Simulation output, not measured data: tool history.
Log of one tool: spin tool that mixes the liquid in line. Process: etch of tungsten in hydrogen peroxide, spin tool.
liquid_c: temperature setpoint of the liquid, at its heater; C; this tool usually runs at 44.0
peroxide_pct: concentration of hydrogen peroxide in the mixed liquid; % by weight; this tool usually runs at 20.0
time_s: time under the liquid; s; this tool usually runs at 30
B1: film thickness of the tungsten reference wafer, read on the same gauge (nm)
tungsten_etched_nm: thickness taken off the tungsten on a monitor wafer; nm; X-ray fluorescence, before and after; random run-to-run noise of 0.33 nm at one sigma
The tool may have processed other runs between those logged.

run 1 hour=0.0 | liquid_c=37.0 peroxide_pct=20.0 time_s=15 | B1=80.00 | tungsten_etched_nm=19.19
run 2 hour=31.8 | liquid_c=37.0 peroxide_pct=20.0 time_s=15 | B1=79.98 | tungsten_etched_nm=19.24
run 3 hour=57.3 | liquid_c=37.0 peroxide_pct=20.0 time_s=15 | B1=79.99 | tungsten_etched_nm=19.33
run 4 hour=72.1 | liquid_c=44.0 peroxide_pct=23.5 time_s=30 | B1=80.00 | tungsten_etched_nm=66.47
run 5 hour=99.0 | liquid_c=44.0 peroxide_pct=23.0 time_s=30 | B1=80.00 | tungsten_etched_nm=65.59
run 6 hour=112.1 | liquid_c=39.0 peroxide_pct=20.0 time_s=30 | B1=80.00 | tungsten_etched_nm=44.06
run 7 hour=133.5 | liquid_c=39.0 peroxide_pct=20.0 time_s=30 | B1=79.98 | tungsten_etched_nm=43.90
run 8 hour=163.6 | liquid_c=39.0 peroxide_pct=20.0 time_s=30 | B1=80.00 | tungsten_etched_nm=44.42
run 9 hour=183.7 | liquid_c=44.0 peroxide_pct=20.0 time_s=30 | B1=80.02 | tungsten_etched_nm=60.19
-- hour=198.0 heated supply line repaired
run 10 hour=199.0 | liquid_c=44.0 peroxide_pct=20.0 time_s=40 | B1=80.02 | tungsten_etched_nm=81.21
run 11 hour=215.8 | liquid_c=44.0 peroxide_pct=20.0 time_s=40 | B1=80.04 | tungsten_etched_nm=81.43
-- hour=245.6 new drum of peroxide connected
run 12 hour=250.8 | liquid_c=44.0 peroxide_pct=20.0 time_s=35 | B1=80.04 | tungsten_etched_nm=70.80
run 13 hour=280.6 | liquid_c=44.0 peroxide_pct=20.0 time_s=35 | B1=80.00 | tungsten_etched_nm=70.73
-- hour=286.4 thermometer replaced
run 14 hour=338.6 | liquid_c=53.0 peroxide_pct=18.0 time_s=40 | B1=79.95 | tungsten_etched_nm=132.47
-- hour=344.7 gauge calibrated
run 15 hour=370.3 | liquid_c=44.0 peroxide_pct=20.0 time_s=40 | B1=80.01 | tungsten_etched_nm=80.66
run 16 hour=383.1 | liquid_c=44.0 peroxide_pct=20.0 time_s=30 | B1=79.99 | tungsten_etched_nm=60.11
-- hour=390.9 peroxide flow meter replaced
run 17 hour=396.2 | liquid_c=44.0 peroxide_pct=20.0 time_s=45 | B1=80.02 | tungsten_etched_nm=90.37
run 18 hour=410.4 | liquid_c=50.5 peroxide_pct=16.5 time_s=30 | B1=79.98 | tungsten_etched_nm=83.84
run 19 hour=434.5 | liquid_c=44.0 peroxide_pct=20.0 time_s=15 | B1=80.02 | tungsten_etched_nm=30.30
run 20 hour=454.1 | liquid_c=44.0 peroxide_pct=20.0 time_s=30 | B1=79.97 | tungsten_etched_nm=60.73
run 21 hour=471.6 | liquid_c=37.5 peroxide_pct=20.0 time_s=45 | B1=79.99 | tungsten_etched_nm=59.82
run 22 hour=552.1 | liquid_c=39.0 peroxide_pct=15.0 time_s=25 | B1=79.98 | tungsten_etched_nm=31.93
run 23 hour=579.6 | liquid_c=39.0 peroxide_pct=20.0 time_s=30 | B1=80.00 | tungsten_etched_nm=43.85
run 24 hour=610.6 | liquid_c=47.0 peroxide_pct=20.0 time_s=20 | B1=80.00 | tungsten_etched_nm=49.04
run 25 hour=638.3 | liquid_c=44.0 peroxide_pct=20.0 time_s=30 | B1=80.00 | tungsten_etched_nm=60.51
run 26 hour=659.5 | liquid_c=51.0 peroxide_pct=20.0 time_s=20 | B1=80.01 | tungsten_etched_nm=62.80

What if the next run were any one of these 4? Each begins from the tool's condition after run 26:
run A hour=659.9 | liquid_c=44.0 peroxide_pct=17.0 time_s=30 | B1=? | tungsten_etched_nm=?
run B hour=659.9 | liquid_c=53.5 peroxide_pct=20.0 time_s=30 | B1=? | tungsten_etched_nm=?
run C hour=659.9 | liquid_c=48.5 peroxide_pct=20.0 time_s=30 | B1=? | tungsten_etched_nm=?
run D hour=659.9 | liquid_c=44.0 peroxide_pct=16.0 time_s=30 | B1=? | tungsten_etched_nm=?

run=A B1=79.98 tungsten_etched_nm=56.35
run=B B1=79.98 tungsten_etched_nm=109.74
run=C B1=79.98 tungsten_etched_nm=81.00
run=D B1=79.98 tungsten_etched_nm=54.67
The same runs, with their run-to-run variation unchanged, on a tool lacking any hidden condition would have given:
run=A tungsten_etched_nm=56.35
run=B tungsten_etched_nm=109.74
run=C tungsten_etched_nm=81.00
run=D tungsten_etched_nm=54.67
